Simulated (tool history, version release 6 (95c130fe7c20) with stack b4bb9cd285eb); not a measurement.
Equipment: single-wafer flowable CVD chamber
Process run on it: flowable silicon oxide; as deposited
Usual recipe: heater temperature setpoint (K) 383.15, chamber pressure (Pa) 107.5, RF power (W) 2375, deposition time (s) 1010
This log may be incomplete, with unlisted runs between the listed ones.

run,hour,heater temperature setpoint (K),chamber pressure (Pa),RF power (W),deposition time (s),wafers since the last listed run,hours since the last thermocouple change,hours since the last RF generator calibration,hours since the last manometer calibration,hours since the showerhead was replaced,hours since the gauge calibration,"read-back reference wafer on the same gauge, thickness_nm",mean film thickness on the monitor wafer (angstrom)
1,0.0,383.15,107.5,2375,1010,0,1134.8,605.8,1532.0,1756.8,291.1,484.616,4741.34
2,94.4,383.15,107.5,2375,1010,171,1229.2,700.2,1626.4,1851.2,385.5,485.255,4762.26
3,134.2,383.15,107.5,2375,1010,72,1269.0,740.0,1666.2,1891.0,425.3,486.131,4746.21
4,180.2,383.15,107.5,2375,1010,83,1315.0,786.0,1712.2,1937.0,471.3,486.399,4729.99
5,251.6,383.15,107.5,2375,1010,129,1386.4,857.4,1783.6,2008.4,542.7,486.785,4749.83
6,330.7,377.15,107.5,2375,1170,143,1465.5,936.5,1862.7,2087.5,621.8,487.484,6822.46
7,371.5,377.15,107.5,2375,1170,73,1506.3,977.3,1903.5,2128.3,662.6,487.988,6851.51
8,417.9,377.15,107.5,2375,1170,84,1552.7,1023.7,1949.9,2174.7,709.0,488.532,6869.31
9,507.1,378.15,107.5,2375,1010,161,1641.9,1112.9,2039.1,2263.9,798.2,489.505,5696.20
# hour 539.7: capacitance manometer re-zeroed and calibrated
10,584.0,378.15,107.5,2375,1010,124,1718.8,1189.8,44.3,2340.8,875.1,490.128,5729.51
11,620.6,383.15,107.5,2375,1010,66,1755.4,1226.4,80.9,2377.4,911.7,490.625,4785.68
# hour 687.6: thermocouple changed; heater temperature recalibrated
12,693.2,383.15,107.5,2375,1010,117,5.6,1299.0,153.5,2450.0,984.3,491.057,4764.27
13,750.9,383.15,107.5,2375,1010,104,63.3,1356.7,211.2,2507.7,1042.0,491.899,4778.49
14,796.3,383.15,107.5,2375,1010,82,108.7,1402.1,256.6,2553.1,1087.4,492.203,4797.69
15,901.3,383.15,107.5,2375,1010,190,213.7,1507.1,361.6,2658.1,1192.4,492.957,4784.78
# hour 979.2: showerhead replaced
16,979.7,377.15,107.5,2375,1170,127,292.1,1585.5,440.0,0.5,1270.8,494.158,6992.81
# hour 1046.1: gauge calibrated
17,1064.8,376.15,88.4,2180,870,154,377.2,1670.6,525.1,85.6,18.7,481.422,4420.69
18,1148.8,383.15,107.5,2375,1010,152,461.2,1754.6,609.1,169.6,102.7,482.488,4700.11
19,1239.2,383.15,107.5,2375,910,163,551.6,1845.0,699.5,260.0,193.1,483.043,4237.48
20,1315.7,387.15,129.5,2700,1140,138,628.1,1921.5,776.0,336.5,269.6,483.827,5480.53
21,1390.2,389.15,124.9,2185,1010,134,702.6,1996.0,850.5,411.0,344.1,484.437,4234.80
22,1466.4,391.15,107.5,2375,1110,138,778.8,2072.2,926.7,487.2,420.3,485.278,3916.51
# hour 1499.0: RF generator calibrated
23,1507.0,397.15,116.7,2510,940,59,819.4,8.0,967.3,527.8,460.9,485.690,2969.48
24,1611.4,383.15,107.5,2375,1010,189,923.8,112.4,1071.7,632.2,565.3,486.415,4717.56
25,1699.2,383.15,120.8,2135,1010,159,1011.6,200.2,1159.5,720.0,653.1,487.259,5064.28
26,1765.7,378.15,121.6,2375,1010,120,1078.1,266.7,1226.0,786.5,719.6,487.821,6260.35
27,1863.6,383.15,107.5,2375,1010,177,1176.0,364.6,1323.9,884.4,817.5,489.110,4771.47
28,1905.3,383.15,90.0,2375,1080,75,1217.7,406.3,1365.6,926.1,859.2,489.225,4431.53

Branching from run 28: 4 alternative next runs. What would each branch give?
A,1906.0,383.15,107.5,2375,1150,1,1218.4,407.0,1366.3,926.8,859.9,?,?
B,1906.0,394.15,80.8,2180,880,1,1218.4,407.0,1366.3,926.8,859.9,?,?
C,1906.0,372.15,107.5,2660,940,1,1218.4,407.0,1366.3,926.8,859.9,?,?
D,1906.0,379.15,107.5,2375,1120,1,1218.4,407.0,1366.3,926.8,859.9,?,?

run,"read-back reference wafer on the same gauge, thickness_nm",mean film thickness on the monitor wafer (angstrom)
A,489.811,5468.09
B,489.811,2280.52
C,489.811,6854.10
D,489.811,6170.38
Without the tool's hidden state the same runs would have given:
run,mean film thickness on the monitor wafer (angstrom)
A,5384.67
B,2245.73
C,6749.55
D,6076.25
